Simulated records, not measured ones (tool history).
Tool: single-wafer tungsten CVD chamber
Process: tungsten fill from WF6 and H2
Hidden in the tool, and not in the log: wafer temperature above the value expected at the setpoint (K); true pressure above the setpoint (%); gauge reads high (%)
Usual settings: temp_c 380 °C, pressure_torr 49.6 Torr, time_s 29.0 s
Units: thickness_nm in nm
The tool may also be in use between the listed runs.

run    hour  temp_c  pressure_torr  time_s  wafers since the last listed run  hours since the last thermocouple change  hours since the last manometer calibration  hours since the showerhead was replaced  hours since the gauge calibration  read-back reference wafer on the same gauge, thickness_nm  thickness_nm
  1     0.0     380           49.6    29.0                                 0                                     342.6                                      1462.5                                   5583.5                              288.8                                                     66.179        77.914
  2    38.2     380           49.6    29.0                              1111                                     380.8                                      1500.7                                   5621.7                              327.0                                                     66.157        77.350
  3   172.9     380           49.6    29.0                              3920                                     515.5                                      1635.4                                   5756.4                              461.7                                                     66.119        76.824
  4   224.6     391           49.6    29.0                              1504                                     567.2                                      1687.1                                   5808.1                              513.4                                                     66.234        98.411
  5   286.7     380           54.4    29.0                              1807                                     629.3                                      1749.2                                   5870.2                              575.5                                                     66.137        81.045
  6   333.3     380           46.4    31.3                              1356                                     675.9                                      1795.8                                   5916.8                              622.1                                                     66.225        79.308
  7   377.3     380           46.4    31.3                              1280                                     719.9                                      1839.8                                   5960.8                              666.1                                                     66.220        79.003
  8   414.2     380           46.4    31.3                              1073                                     756.8                                      1876.7                                   5997.7                              703.0                                                     66.218        79.572
  9   465.2     380           49.6    29.0                              1484                                     807.8                                      1927.7                                   6048.7                              754.0                                                     66.044        75.875
 10   496.6     380           49.6    29.0                               913                                     839.2                                      1959.1                                   6080.1                              785.4                                                     66.134        75.749
 11   526.1     380           49.6    29.0                               858                                     868.7                                      1988.6                                   6109.6                              814.9                                                     66.116        76.128
 12   572.8     380           49.6    29.0                              1359                                     915.4                                      2035.3                                   6156.3                              861.6                                                     66.146        76.420
      603.3  -- showerhead replaced
 13   613.7     380           49.6    29.0                               957                                     956.3                                      2076.2                                     10.4                              902.5                                                     66.215        76.674
 14   685.5     380           49.6    29.0                              2089                                    1028.1                                      2148.0                                     82.2                              974.3                                                     66.252        76.159
 15   736.6     380           49.6    27.2                              1487                                    1079.2                                      2199.1                                    133.3                             1025.4                                                     66.079        71.142
 16   773.8     380           49.6    27.2                              1082                                    1116.4                                      2236.3                                    170.5                             1062.6                                                     66.145        71.515
 17   820.0     380           49.6    29.0                              1344                                    1162.6                                      2282.5                                    216.7                             1108.8                                                     66.192        75.375
 18   873.4     380           55.0    29.0                              1554                                    1216.0                                      2335.9                                    270.1                             1162.2                                                     66.156        80.071
     1002.5  -- capacitance manometer re-zeroed and calibrated
 19  1016.3     371           53.1    27.3                              3926                                    1358.9                                        13.8                                    413.0                             1305.1                                                     66.254        60.126
 20  1073.4     393           54.4    24.8                              1661                                    1416.0                                        70.9                                    470.1                             1362.2                                                     66.339        92.182
 21  1107.3     380           49.6    29.0                               986                                    1449.9                                       104.8                                    504.0                             1396.1                                                     66.165        75.380
 22  1167.0     388           59.8    30.7                              1737                                    1509.6                                       164.5                                    563.7                             1455.8                                                     66.339       106.981
     1182.3  -- gauge calibrated
 23  1191.5     380           49.6    29.0                               713                                    1534.1                                       189.0                                    588.2                                9.2                                                     66.194        76.257
     1244.5  -- thermocouple changed; heater temperature recalibrated
 24  1263.1     380           49.6    29.0                              1851                                      18.6                                       260.6                                    659.8                               80.8                                                     66.179        71.369
 25  1366.8     380           49.6    33.9                              3018                                     122.3                                       364.3                                    763.5                              184.5                                                     66.082        83.245
 26  1391.3     375           40.5    29.0                               713                                     146.8                                       388.8                                    788.0                              209.0                                                     66.140        54.951
 27  1427.6     372           53.0    27.2                              1056                                     183.1                                       425.1                                    824.3                              245.3                                                     66.304        56.273
 28  1485.1     380           49.6    24.6                              1673                                     240.6                                       482.6                                    881.8                              302.8                                                     66.253        59.465
     1509.1  -- thermocouple changed; heater temperature recalibrated, repeated, since the last time left the tool worse
 29  1523.5     369           49.6    29.0                               884                                      14.4                                       521.0                                    920.2                              341.2                                                     66.252        61.065
 30  1592.2     380           49.6    25.7                              1999                                      83.1                                       589.7                                    988.9                              409.9                                                     66.302        69.596
 31  1650.5     387           49.6    29.0                              1696                                     141.4                                       648.0                                   1047.2                              468.2                                                     66.100        91.241
 32  1714.0     380           49.6    33.7                              1848                                     204.9                                       711.5                                   1110.7                              531.7                                                     66.239        89.920
 33  1751.9     380           49.6    29.0                              1103                                     242.8                                       749.4                                   1148.6                              569.6                                                     66.116        77.466
 34  1781.8     375           41.5    33.0                               870                                     272.7                                       779.3                                   1178.5                              599.5                                                     66.081        69.197
 35  1837.1     380           38.5    29.0                              1609                                     328.0                                       834.6                                   1233.8                              654.8                                                     66.121        64.346

Hidden state at the last listed run before each entry between runs and at the first one after, where it differs:
Between runs 12 and 13: showerhead replaced (hour 603.3)
  wafer temperature above the value expected at the setpoint (K): -2.38 -> -2.41
  measured less the result without the state, thickness_nm: -4.360 -> -4.438 nm
Between runs 18 and 19: capacitance manometer re-zeroed and calibrated (hour 1002.5)
  wafer temperature above the value expected at the setpoint (K): -2.56 -> -2.62
  measured less the result without the state, thickness_nm: -4.945 -> -3.973 nm
Between runs 22 and 23: gauge calibrated (hour 1182.3)
  wafer temperature above the value expected at the setpoint (K): -2.66 -> -2.67
  measured less the result without the state, thickness_nm: -6.584 -> -4.906 nm
Between runs 23 and 24: thermocouple changed; heater temperature recalibrated (hour 1244.5)
  wafer temperature above the value expected at the setpoint (K): -2.67 -> -4.91
  measured less the result without the state, thickness_nm: -4.906 -> -8.710 nm
Between runs 28 and 29: thermocouple changed; heater temperature recalibrated, repeated, since the last time left the tool worse (hour 1509.1)
  wafer temperature above the value expected at the setpoint (K): -5.93 -> -0.562
  measured less the result without the state, thickness_nm: -8.890 -> -0.848 nm
